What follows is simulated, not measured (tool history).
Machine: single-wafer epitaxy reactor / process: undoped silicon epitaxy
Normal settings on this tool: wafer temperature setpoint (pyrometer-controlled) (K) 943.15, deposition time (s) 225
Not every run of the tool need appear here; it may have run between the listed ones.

| run | day | wafer temperature setpoint (pyrometer-controlled) (K) | deposition time (s) | wafers since the last listed run | hours since the last pyrometer calibration | hours since the gauge calibration | read-back reference wafer on the same gauge, thickness_nm | mean film thickness on the monitor wafer (Å) |
|---|---|---|---|---|---|---|---|---|
| 1 | 0.000 | 943.15 | 225 | 0 | 883.4 | 1237.8 | 51.668 | 501.65 |
| 2 | 5.342 | 943.15 | 225 | 965 | 1011.6 | 1366.0 | 51.574 | 505.04 |
| 3 | 7.379 | 943.15 | 225 | 368 | 1060.5 | 1414.9 | 51.624 | 509.48 |
| 4 | 9.833 | 943.15 | 225 | 443 | 1119.4 | 1473.8 | 51.605 | 501.18 |
| 5 | 11.392 | 943.15 | 225 | 281 | 1156.8 | 1511.2 | 51.608 | 504.00 |
| 6 | 14.142 | 943.15 | 225 | 497 | 1222.8 | 1577.2 | 51.583 | 505.46 |
| 7 | 18.312 | 943.15 | 195 | 754 | 1322.9 | 1677.3 | 51.551 | 438.07 |
| 8 | 22.638 | 943.15 | 195 | 781 | 1426.7 | 1781.1 | 51.594 | 434.24 |
| 9 | 26.325 | 943.15 | 225 | 666 | 1515.2 | 1869.6 | 51.633 | 503.54 |
| 10 | 27.992 | 943.15 | 225 | 301 | 1555.2 | 1909.6 | 51.623 | 501.38 |
| 11 | 29.829 | 943.15 | 225 | 332 | 1599.3 | 1953.7 | 51.560 | 502.21 |
| 12 | 33.329 | 943.15 | 225 | 632 | 1683.3 | 2037.7 | 51.635 | 496.44 |
| 13 | 37.683 | 943.15 | 225 | 787 | 1787.8 | 2142.2 | 51.573 | 496.04 |
|  | 39.188 | pyrometer calibrated |
| 14 | 41.004 | 943.15 | 225 | 540 | 43.6 | 2221.9 | 51.506 | 514.55 |
|  | 41.429 | gauge calibrated |
| 15 | 43.888 | 943.15 | 225 | 521 | 112.8 | 59.0 | 51.583 | 517.74 |
| 16 | 46.700 | 943.15 | 225 | 508 | 180.3 | 126.5 | 51.617 | 511.47 |
| 17 | 50.188 | 948.15 | 192 | 630 | 264.0 | 210.2 | 51.572 | 489.49 |
| 18 | 52.775 | 936.15 | 267 | 467 | 326.1 | 272.3 | 51.674 | 519.06 |
| 19 | 56.975 | 943.15 | 269 | 759 | 426.9 | 373.1 | 51.624 | 606.71 |
| 20 | 60.992 | 943.15 | 225 | 726 | 523.3 | 469.5 | 51.617 | 508.71 |
| 21 | 64.454 | 943.15 | 225 | 626 | 606.4 | 552.6 | 51.674 | 509.37 |
| 22 | 66.625 | 939.15 | 208 | 392 | 658.5 | 604.7 | 51.555 | 429.72 |
| 23 | 69.312 | 943.15 | 225 | 485 | 723.0 | 669.2 | 51.572 | 513.15 |
| 24 | 73.725 | 943.15 | 225 | 797 | 828.9 | 775.1 | 51.604 | 508.85 |
| 25 | 75.488 | 931.15 | 251 | 318 | 871.2 | 817.4 | 51.627 | 429.70 |
| 26 | 78.488 | 954.15 | 239 | 542 | 943.2 | 889.4 | 51.658 | 693.04 |
| 27 | 81.292 | 943.15 | 225 | 506 | 1010.5 | 956.7 | 51.550 | 505.68 |
| 28 | 83.658 | 932.15 | 261 | 427 | 1067.3 | 1013.5 | 51.574 | 457.06 |
| 29 | 87.825 | 943.15 | 195 | 753 | 1167.3 | 1113.5 | 51.592 | 437.80 |
| 30 | 90.358 | 943.15 | 225 | 458 | 1228.1 | 1174.3 | 51.620 | 503.40 |
| 31 | 93.029 | 955.15 | 254 | 482 | 1292.2 | 1238.4 | 51.661 | 741.65 |
| 32 | 94.933 | 950.15 | 203 | 344 | 1337.9 | 1284.1 | 51.606 | 529.68 |
| 33 | 97.704 | 953.15 | 194 | 500 | 1404.4 | 1350.6 | 51.574 | 543.03 |

Each row is a separate what-if for the run after 33, all from the same tool condition, not one after another. Results?
| A | 97.725 | 931.15 | 225 | 3 | 1404.9 | 1351.1 | ? | ? |
| B | 97.725 | 931.15 | 266 | 3 | 1404.9 | 1351.1 | ? | ? |
| C | 97.725 | 948.15 | 199 | 3 | 1404.9 | 1351.1 | ? | ? |
| D | 97.725 | 951.15 | 238 | 3 | 1404.9 | 1351.1 | ? | ? |

| run | read-back reference wafer on the same gauge, thickness_nm | mean film thickness on the monitor wafer (Å) |
|---|---|---|
| A | 51.519 | 379.82 |
| B | 51.519 | 449.03 |
| C | 51.519 | 496.84 |
| D | 51.519 | 635.69 |
With no hidden state in the tool, these same runs would have given:
| run | mean film thickness on the monitor wafer (Å) |
|---|---|
| A | 395.81 |
| B | 467.94 |
| C | 516.93 |
| D | 661.21 |
